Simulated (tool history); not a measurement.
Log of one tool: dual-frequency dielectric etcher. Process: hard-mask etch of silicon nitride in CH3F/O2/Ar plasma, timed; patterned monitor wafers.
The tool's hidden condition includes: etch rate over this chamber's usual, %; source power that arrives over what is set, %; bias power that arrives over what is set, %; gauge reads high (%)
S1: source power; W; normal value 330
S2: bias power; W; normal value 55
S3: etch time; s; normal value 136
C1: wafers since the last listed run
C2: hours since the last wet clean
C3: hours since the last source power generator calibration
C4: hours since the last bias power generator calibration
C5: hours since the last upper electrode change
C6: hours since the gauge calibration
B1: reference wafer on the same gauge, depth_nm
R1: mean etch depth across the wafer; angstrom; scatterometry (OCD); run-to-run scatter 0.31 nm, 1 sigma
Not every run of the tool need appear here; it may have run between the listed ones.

run,hour,S1,S2,S3,C1,C2,C3,C4,C5,C6,B1,R1
1,0,330,55,136,0,74.6,2376.3,2003.7,210.2,301.1,104.2,907
2,48.4,330,55,136,357,123,2424.7,2052.1,258.6,349.5,104.3,912
3,105.1,330,55,136,418,179.7,2481.4,2108.8,315.3,406.2,104.2,910
4,160.4,330,55,136,408,235,2536.7,2164.1,370.6,461.5,104.3,909
# hour 301.5: source power generator calibrated
5,348.8,330,55,136,1362,423.4,47.3,2352.5,559,649.9,104.3,908
# hour 377.4: wet clean of the chamber
6,388.4,380,47,171,115,11,86.9,2392.1,598.6,689.5,104.3,1172
7,445.9,270,51,172,424,68.5,144.4,2449.6,656.1,747,104.2,1030
8,516.8,280,68,104.5,523,139.4,215.3,2520.5,727,817.9,104.1,686
9,553.6,390,59,136,271,176.2,252.1,2557.3,763.8,854.7,104.2,996
10,588.1,360,44,166,254,210.7,286.6,2591.8,798.3,889.2,104.2,1091
11,630.5,330,55,96,313,253.1,329,2634.2,840.7,931.6,104.2,644
# hour 651.4: bias power generator calibrated
12,660.6,330,55,136,192,283.2,359.1,9.2,870.8,961.7,104.2,907
13,689.3,330,55,136,212,311.9,387.8,37.9,899.5,990.4,104.3,910
14,752.5,360,45,107.5,466,375.1,451,101.1,962.7,1053.6,104.2,711
15,814.1,260,68,99,455,436.7,512.6,162.7,1024.3,1115.2,104.1,625
16,852.4,330,55,136,282,475,550.9,201,1062.6,1153.5,104.3,909
# hour 904.8: wet clean of the chamber
17,905.3,330,55,136,213,0.5,603.8,253.9,1115.5,1206.4,104.2,912
18,947.6,330,55,136,312,42.8,646.1,296.2,1157.8,1248.7,104.2,907
19,1002.8,290,47,100,407,98,701.3,351.4,1213,1303.9,104.2,608
20,1049.4,380,55,173.5,344,144.6,747.9,398,1259.6,1350.5,104.3,1236
21,1104.6,330,55,122,407,199.8,803.1,453.2,1314.8,1405.7,104.1,819
22,1163.7,310,64,105,436,258.9,862.2,512.3,1373.9,1464.8,104.2,704
23,1187.8,330,68,149.5,178,283,886.3,536.4,1398,1488.9,104.2,1058
24,1230,270,45,136,311,325.2,928.5,578.6,1440.2,1531.1,104.2,793
25,1301.7,350,55,136,529,396.9,1000.2,650.3,1511.9,1602.8,104.3,931
26,1331,260,69,136,216,426.2,1029.5,679.6,1541.2,1632.1,104.1,867
# hour 1372.7: wet clean of the chamber
27,1376,330,55,102.5,155,3.3,1074.5,724.6,1586.2,1677.1,104.2,687
28,1408.6,300,69,136,240,35.9,1107.1,757.2,1618.8,1709.7,104.3,920
29,1469.3,330,47,136,448,96.6,1167.8,817.9,1679.5,1770.4,104,882

Each row is a separate what-if for the run after 29, all from the same tool condition, not one after another. Results?
A,1469.8,330,55,136,3,97.1,1168.3,818.4,1680,1770.9,?,?
B,1469.8,330,45,136,3,97.1,1168.3,818.4,1680,1770.9,?,?
C,1469.8,330,55,116,3,97.1,1168.3,818.4,1680,1770.9,?,?
D,1469.8,250,51,96,3,97.1,1168.3,818.4,1680,1770.9,?,?
E,1469.8,270,55,136,3,97.1,1168.3,818.4,1680,1770.9,?,?

run,B1,R1
A,104.3,911
B,104.3,872
C,104.3,777
D,104.3,558
E,104.3,833
Without the tool's hidden state the same runs would have given:
run,R1
A,911
B,872
C,777
D,558
E,833

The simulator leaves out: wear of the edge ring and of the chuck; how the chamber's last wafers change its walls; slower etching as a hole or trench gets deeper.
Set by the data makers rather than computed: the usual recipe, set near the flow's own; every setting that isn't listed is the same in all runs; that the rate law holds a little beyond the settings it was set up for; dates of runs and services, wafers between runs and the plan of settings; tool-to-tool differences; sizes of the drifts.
